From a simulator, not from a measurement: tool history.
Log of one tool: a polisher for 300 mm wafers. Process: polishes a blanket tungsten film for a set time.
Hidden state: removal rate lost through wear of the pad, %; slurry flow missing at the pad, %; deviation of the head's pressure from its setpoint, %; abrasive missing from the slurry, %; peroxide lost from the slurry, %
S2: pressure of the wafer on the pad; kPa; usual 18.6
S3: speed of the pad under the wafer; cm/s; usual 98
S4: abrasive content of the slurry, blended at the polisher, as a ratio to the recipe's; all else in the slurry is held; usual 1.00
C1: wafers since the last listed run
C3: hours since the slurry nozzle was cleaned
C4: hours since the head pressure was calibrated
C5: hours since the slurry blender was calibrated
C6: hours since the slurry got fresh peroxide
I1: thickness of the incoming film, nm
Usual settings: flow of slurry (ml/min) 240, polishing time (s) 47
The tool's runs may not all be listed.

run 1 hour=0.0 | flow_of_slurry_(ml/min)=240 S2=18.6 S3=98 S4=1.00 polishing_time_(s)=47 | C1=0 wafers_polished_on_this_pad=1160 C3=470.7 C4=914.4 C5=195.8 C6=181.7 | I1=1097.7 | film_removed_(Å)=1624
-- hour=28.7 slurry nozzle cleaned
-- hour=47.5 head pressure recalibrated
run 2 hour=79.3 | flow_of_slurry_(ml/min)=240 S2=18.6 S3=90 S4=1.00 polishing_time_(s)=47 | C1=487 wafers_polished_on_this_pad=1647 C3=50.6 C4=31.8 C5=275.1 C6=261.0 | I1=1111.5 | film_removed_(Å)=1502
run 3 hour=120.7 | flow_of_slurry_(ml/min)=240 S2=18.6 S3=98 S4=1.00 polishing_time_(s)=47 | C1=264 wafers_polished_on_this_pad=1911 C3=92.0 C4=73.2 C5=316.5 C6=302.4 | I1=1101.8 | film_removed_(Å)=1635
-- hour=163.4 worn pad replaced by a new one
run 4 hour=204.2 | flow_of_slurry_(ml/min)=240 S2=18.6 S3=98 S4=1.00 polishing_time_(s)=47 | C1=507 wafers_polished_on_this_pad=260 C3=175.5 C4=156.7 C5=400.0 C6=385.9 | I1=1108.5 | film_removed_(Å)=1718
-- hour=233.9 slurry blender recalibrated
-- hour=235.7 slurry tank refilled with fresh slurry and peroxide
run 5 hour=295.5 | flow_of_slurry_(ml/min)=210 S2=18.6 S3=98 S4=1.00 polishing_time_(s)=47 | C1=563 wafers_polished_on_this_pad=824 C3=266.8 C4=248.0 C5=61.6 C6=59.8 | I1=1097.9 | film_removed_(Å)=1636
run 6 hour=388.2 | flow_of_slurry_(ml/min)=240 S2=18.6 S3=98 S4=1.00 polishing_time_(s)=47 | C1=591 wafers_polished_on_this_pad=1416 C3=359.5 C4=340.7 C5=154.3 C6=152.5 | I1=1095.6 | film_removed_(Å)=1634
run 7 hour=440.3 | flow_of_slurry_(ml/min)=240 S2=18.6 S3=98 S4=1.00 polishing_time_(s)=47 | C1=332 wafers_polished_on_this_pad=1748 C3=411.6 C4=392.8 C5=206.4 C6=204.6 | I1=1098.7 | film_removed_(Å)=1595
-- hour=494.2 slurry nozzle cleaned
-- hour=535.1 worn pad replaced by a new one
run 8 hour=537.0 | flow_of_slurry_(ml/min)=240 S2=18.6 S3=98 S4=1.00 polishing_time_(s)=47 | C1=585 wafers_polished_on_this_pad=12 C3=42.8 C4=489.5 C5=303.1 C6=301.3 | I1=1116.3 | film_removed_(Å)=1793
run 9 hour=601.8 | flow_of_slurry_(ml/min)=240 S2=18.6 S3=98 S4=1.00 polishing_time_(s)=47 | C1=413 wafers_polished_on_this_pad=425 C3=107.6 C4=554.3 C5=367.9 C6=366.1 | I1=1118.9 | film_removed_(Å)=1718
-- hour=642.4 slurry blender recalibrated
-- hour=652.4 slurry tank refilled with fresh slurry and peroxide
run 10 hour=670.2 | flow_of_slurry_(ml/min)=240 S2=18.6 S3=98 S4=1.00 polishing_time_(s)=47 | C1=417 wafers_polished_on_this_pad=843 C3=176.0 C4=622.7 C5=27.8 C6=17.8 | I1=1115.3 | film_removed_(Å)=1653
run 11 hour=710.3 | flow_of_slurry_(ml/min)=240 S2=18.6 S3=98 S4=1.00 polishing_time_(s)=47 | C1=256 wafers_polished_on_this_pad=1099 C3=216.1 C4=662.8 C5=67.9 C6=57.9 | I1=1116.4 | film_removed_(Å)=1673
run 12 hour=758.5 | flow_of_slurry_(ml/min)=240 S2=18.6 S3=98 S4=1.00 polishing_time_(s)=47 | C1=307 wafers_polished_on_this_pad=1407 C3=264.3 C4=711.0 C5=116.1 C6=106.1 | I1=1110.4 | film_removed_(Å)=1652
run 13 hour=849.8 | flow_of_slurry_(ml/min)=240 S2=18.6 S3=74 S4=1.00 polishing_time_(s)=40 | C1=582 wafers_polished_on_this_pad=1990 C3=355.6 C4=802.3 C5=207.4 C6=197.4 | I1=1117.4 | film_removed_(Å)=1055
run 14 hour=922.6 | flow_of_slurry_(ml/min)=240 S2=21.4 S3=98 S4=0.85 polishing_time_(s)=32 | C1=464 wafers_polished_on_this_pad=2455 C3=428.4 C4=875.1 C5=280.2 C6=270.2 | I1=1116.7 | film_removed_(Å)=1185
-- hour=949.7 slurry nozzle cleaned
-- hour=971.0 worn pad replaced by a new one
run 15 hour=974.9 | flow_of_slurry_(ml/min)=240 S2=18.6 S3=98 S4=1.00 polishing_time_(s)=41 | C1=302 wafers_polished_on_this_pad=24 C3=25.2 C4=927.4 C5=332.5 C6=322.5 | I1=1122.5 | film_removed_(Å)=1557
-- hour=1056.6 slurry tank refilled with fresh slurry and peroxide
run 16 hour=1062.2 | flow_of_slurry_(ml/min)=240 S2=15.2 S3=98 S4=1.00 polishing_time_(s)=37 | C1=551 wafers_polished_on_this_pad=576 C3=112.5 C4=1014.7 C5=419.8 C6=5.6 | I1=1130.2 | film_removed_(Å)=1101
-- hour=1080.9 slurry blender recalibrated
run 17 hour=1110.5 | flow_of_slurry_(ml/min)=265 S2=18.6 S3=98 S4=1.00 polishing_time_(s)=47 | C1=295 wafers_polished_on_this_pad=871 C3=160.8 C4=1063.0 C5=29.6 C6=53.9 | I1=1106.2 | film_removed_(Å)=1713
-- hour=1115.8 head pressure recalibrated
run 18 hour=1174.7 | flow_of_slurry_(ml/min)=240 S2=20.7 S3=98 S4=1.00 polishing_time_(s)=62 | C1=397 wafers_polished_on_this_pad=1268 C3=225.0 C4=58.9 C5=93.8 C6=118.1 | I1=1113.2 | film_removed_(Å)=2394
run 19 hour=1233.7 | flow_of_slurry_(ml/min)=240 S2=18.6 S3=98 S4=1.00 polishing_time_(s)=60 | C1=376 wafers_polished_on_this_pad=1645 C3=284.0 C4=117.9 C5=152.8 C6=177.1 | I1=1110.5 | film_removed_(Å)=2063
run 20 hour=1283.6 | flow_of_slurry_(ml/min)=240 S2=22.8 S3=98 S4=1.00 polishing_time_(s)=33 | C1=318 wafers_polished_on_this_pad=1964 C3=333.9 C4=167.8 C5=202.7 C6=227.0 | I1=1122.0 | film_removed_(Å)=1347
-- hour=1356.6 worn pad replaced by a new one
run 21 hour=1357.7 | flow_of_slurry_(ml/min)=240 S2=18.6 S3=98 S4=1.00 polishing_time_(s)=47 | C1=447 wafers_polished_on_this_pad=7 C3=408.0 C4=241.9 C5=276.8 C6=301.1 | I1=1097.7 | film_removed_(Å)=1803
-- hour=1426.7 slurry blender recalibrated
run 22 hour=1432.5 | flow_of_slurry_(ml/min)=240 S2=22.8 S3=98 S4=1.00 polishing_time_(s)=47 | C1=464 wafers_polished_on_this_pad=471 C3=482.8 C4=316.7 C5=5.8 C6=375.9 | I1=1110.8 | film_removed_(Å)=2035
-- hour=1469.9 slurry nozzle cleaned
run 23 hour=1483.2 | flow_of_slurry_(ml/min)=240 S2=18.6 S3=98 S4=1.00 polishing_time_(s)=47 | C1=317 wafers_polished_on_this_pad=789 C3=13.3 C4=367.4 C5=56.5 C6=426.6 | I1=1107.2 | film_removed_(Å)=1635
-- hour=1487.5 slurry tank refilled with fresh slurry and peroxide
run 24 hour=1559.0 | flow_of_slurry_(ml/min)=310 S2=20.0 S3=98 S4=1.00 polishing_time_(s)=52 | C1=477 wafers_polished_on_this_pad=1266 C3=89.1 C4=443.2 C5=132.3 C6=71.5 | I1=1110.0 | film_removed_(Å)=1999
run 25 hour=1638.1 | flow_of_slurry_(ml/min)=240 S2=18.6 S3=98 S4=1.00 polishing_time_(s)=47 | C1=505 wafers_polished_on_this_pad=1771 C3=168.2 C4=522.3 C5=211.4 C6=150.6 | I1=1120.0 | film_removed_(Å)=1599
run 26 hour=1692.2 | flow_of_slurry_(ml/min)=240 S2=18.6 S3=98 S4=1.00 polishing_time_(s)=47 | C1=345 wafers_polished_on_this_pad=2117 C3=222.3 C4=576.4 C5=265.5 C6=204.7 | I1=1098.1 | film_removed_(Å)=1607

Some steps in film removed (Å) between neighbouring runs. How much of each would the tool show without its hidden state too (settings, what came in, random variation), and how much is left for the hidden state, with any gauge scatter that isn't in both results?
Run 7 -> 8: slurry nozzle cleaned, worn pad replaced by a new one. film removed (Å) +198: hidden state +173, all else +25.
Run 17 -> 18: flow of slurry (ml/min) 265 -> 240, S2 18.6 -> 20.7, polishing time (s) 47 -> 62, head pressure recalibrated. film removed (Å) +681: hidden state -99, all else +780.
Run 19 -> 20: S2 18.6 -> 22.8, polishing time (s) 60 -> 33. film removed (Å) -716: hidden state +72, all else -788.
Run 20 -> 21: S2 22.8 -> 18.6, polishing time (s) 33 -> 47, worn pad replaced by a new one. film removed (Å) +456: hidden state +145, all else +311.
